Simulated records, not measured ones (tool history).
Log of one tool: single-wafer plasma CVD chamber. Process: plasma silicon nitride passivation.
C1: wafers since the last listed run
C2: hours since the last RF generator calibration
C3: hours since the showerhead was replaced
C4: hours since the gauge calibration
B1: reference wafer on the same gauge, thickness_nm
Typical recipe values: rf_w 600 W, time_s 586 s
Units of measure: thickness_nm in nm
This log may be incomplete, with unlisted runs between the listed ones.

run 1 day=0 | rf_w=600 time_s=586 | C1=0 C2=1924.3 C3=5783 C4=403.4 | B1=771.971 | thickness_nm=815.836
run 2 day=0.271 | rf_w=600 time_s=586 | C1=25 C2=1930.8 C3=5789.5 C4=409.9 | B1=771.953 | thickness_nm=815.539
run 3 day=0.846 | rf_w=600 time_s=586 | C1=54 C2=1944.6 C3=5803.3 C4=423.7 | B1=772.007 | thickness_nm=815.322
run 4 day=1.3 | rf_w=600 time_s=670 | C1=43 C2=1955.5 C3=5814.2 C4=434.6 | B1=772.094 | thickness_nm=930.926
run 5 day=2.708 | rf_w=555 time_s=586 | C1=133 C2=1989.3 C3=5848 C4=468.4 | B1=771.654 | thickness_nm=794.731
run 6 day=3.229 | rf_w=640 time_s=586 | C1=49 C2=2001.8 C3=5860.5 C4=480.9 | B1=772.166 | thickness_nm=827.294
run 7 day=3.879 | rf_w=640 time_s=586 | C1=61 C2=2017.4 C3=5876.1 C4=496.5 | B1=772.006 | thickness_nm=829.383
run 8 day=4.129 | rf_w=640 time_s=586 | C1=23 C2=2023.4 C3=5882.1 C4=502.5 | B1=771.75 | thickness_nm=830.012
run 9 day=4.788 | rf_w=600 time_s=586 | C1=62 C2=2039.2 C3=5897.9 C4=518.3 | B1=772.029 | thickness_nm=812.492
run 10 day=5.242 | rf_w=600 time_s=586 | C1=43 C2=2050.1 C3=5908.8 C4=529.2 | B1=772.404 | thickness_nm=813.113
run 11 day=6.033 | rf_w=600 time_s=586 | C1=75 C2=2069.1 C3=5927.8 C4=548.2 | B1=771.894 | thickness_nm=812.218
run 12 day=6.579 | rf_w=600 time_s=586 | C1=51 C2=2082.2 C3=5940.9 C4=561.3 | B1=771.769 | thickness_nm=810.668
run 13 day=7.258 | rf_w=600 time_s=586 | C1=64 C2=2098.5 C3=5957.2 C4=577.6 | B1=771.943 | thickness_nm=811.911
-- day=7.875 showerhead replaced
run 14 day=7.896 | rf_w=600 time_s=586 | C1=28 C2=2113.8 C3=0.5 C4=592.9 | B1=772.09 | thickness_nm=812.155
run 15 day=7.988 | rf_w=600 time_s=586 | C1=8 C2=2116 C3=2.7 C4=595.1 | B1=772.633 | thickness_nm=812.909
-- day=8.121 gauge calibrated
run 16 day=8.508 | rf_w=600 time_s=586 | C1=49 C2=2128.5 C3=15.2 C4=9.3 | B1=771.546 | thickness_nm=811.503
run 17 day=8.775 | rf_w=600 time_s=586 | C1=25 C2=2134.9 C3=21.6 C4=15.7 | B1=772.061 | thickness_nm=811.664
run 18 day=9.362 | rf_w=600 time_s=586 | C1=55 C2=2149 C3=35.7 C4=29.8 | B1=771.988 | thickness_nm=809.393
-- day=10.029 RF generator calibrated
run 19 day=10.058 | rf_w=600 time_s=586 | C1=34 C2=0.7 C3=52.4 C4=46.5 | B1=772.175 | thickness_nm=830.901
run 20 day=10.804 | rf_w=600 time_s=586 | C1=70 C2=18.6 C3=70.3 C4=64.4 | B1=772.076 | thickness_nm=828.168
run 21 day=11.292 | rf_w=600 time_s=586 | C1=46 C2=30.3 C3=82 C4=76.1 | B1=772.09 | thickness_nm=831.305
run 22 day=11.854 | rf_w=600 time_s=586 | C1=53 C2=43.8 C3=95.5 C4=89.6 | B1=772.106 | thickness_nm=830.322
run 23 day=12.238 | rf_w=660 time_s=586 | C1=36 C2=53 C3=104.7 C4=98.8 | B1=771.75 | thickness_nm=853.567
run 24 day=12.588 | rf_w=535 time_s=586 | C1=33 C2=61.4 C3=113.1 C4=107.2 | B1=771.881 | thickness_nm=802.557
run 25 day=13.2 | rf_w=540 time_s=673 | C1=58 C2=76.1 C3=127.8 C4=121.9 | B1=771.921 | thickness_nm=922.752
run 26 day=13.5 | rf_w=600 time_s=586 | C1=28 C2=83.3 C3=135 C4=129.1 | B1=771.571 | thickness_nm=828.199
run 27 day=14.192 | rf_w=675 time_s=675 | C1=65 C2=99.9 C3=151.6 C4=145.7 | B1=772.283 | thickness_nm=991.705
run 28 day=14.638 | rf_w=600 time_s=586 | C1=42 C2=110.6 C3=162.3 C4=156.4 | B1=772.212 | thickness_nm=829.256
run 29 day=15.133 | rf_w=540 time_s=551 | C1=46 C2=122.5 C3=174.2 C4=168.3 | B1=772.318 | thickness_nm=758.75
run 30 day=15.792 | rf_w=495 time_s=535 | C1=62 C2=138.3 C3=190 C4=184.1 | B1=772.234 | thickness_nm=713.98
run 31 day=16.054 | rf_w=510 time_s=481 | C1=24 C2=144.6 C3=196.3 C4=190.4 | B1=772.458 | thickness_nm=648.023
run 32 day=16.383 | rf_w=635 time_s=527 | C1=31 C2=152.5 C3=204.2 C4=198.3 | B1=771.435 | thickness_nm=758.802
run 33 day=17.038 | rf_w=520 time_s=640 | C1=61 C2=168.2 C3=219.9 C4=214 | B1=771.899 | thickness_nm=868.826
run 34 day=17.421 | rf_w=600 time_s=586 | C1=36 C2=177.4 C3=229.1 C4=223.2 | B1=772.696 | thickness_nm=832.307
run 35 day=17.679 | rf_w=630 time_s=670 | C1=24 C2=183.6 C3=235.3 C4=229.4 | B1=771.683 | thickness_nm=965.285
run 36 day=18.062 | rf_w=600 time_s=675 | C1=36 C2=192.8 C3=244.5 C4=238.6 | B1=771.781 | thickness_nm=954.517
run 37 day=18.696 | rf_w=685 time_s=616 | C1=60 C2=208 C3=259.7 C4=253.8 | B1=771.676 | thickness_nm=907.183
run 38 day=19.275 | rf_w=600 time_s=674 | C1=54 C2=221.9 C3=273.6 C4=267.7 | B1=772.101 | thickness_nm=953.445
run 39 day=19.942 | rf_w=600 time_s=586 | C1=63 C2=237.9 C3=289.6 C4=283.7 | B1=771.832 | thickness_nm=829.183
run 40 day=20.288 | rf_w=600 time_s=487 | C1=32 C2=246.2 C3=297.9 C4=292 | B1=771.617 | thickness_nm=688.902
run 41 day=20.75 | rf_w=545 time_s=586 | C1=43 C2=257.3 C3=309 C4=303.1 | B1=772.127 | thickness_nm=808.994
run 42 day=21.288 | rf_w=550 time_s=586 | C1=50 C2=270.2 C3=321.9 C4=316 | B1=771.973 | thickness_nm=806.52
run 43 day=21.771 | rf_w=635 time_s=586 | C1=45 C2=281.8 C3=333.5 C4=327.6 | B1=772.244 | thickness_nm=842.651
run 44 day=22.479 | rf_w=600 time_s=544 | C1=67 C2=298.8 C3=350.5 C4=344.6 | B1=772.043 | thickness_nm=770.985

Pick out some run-to-run changes in thickness_nm. Of each, how much would a tool without hidden state show as well, from the settings, what came in and chance, and how much is left for the hidden state and any gauge scatter not in both results compared?
Hidden state at play: delivered RF power above the setpoint (%); gauge reads high (%).
Run 3 -> 4: time_s 586 -> 670. thickness_nm +115.604 nm: hidden state -2.671, all else +118.275.
Run 4 -> 5: rf_w 600 -> 555, time_s 670 -> 586. thickness_nm -136.195 nm: hidden state +2.348, all else -138.543.
Run 18 -> 19: RF generator calibrated. thickness_nm +21.508 nm: hidden state +19.333, all else +2.175.
Run 26 -> 27: rf_w 600 -> 675, time_s 586 -> 675. thickness_nm +163.506 nm: hidden state -0.333, all else +163.839.
Run 27 -> 28: rf_w 675 -> 600, time_s 675 -> 586. thickness_nm -162.449 nm: hidden state +0.309, all else -162.758.
Run 39 -> 40: time_s 586 -> 487. thickness_nm -140.281 nm: hidden state +0.294, all else -140.575.
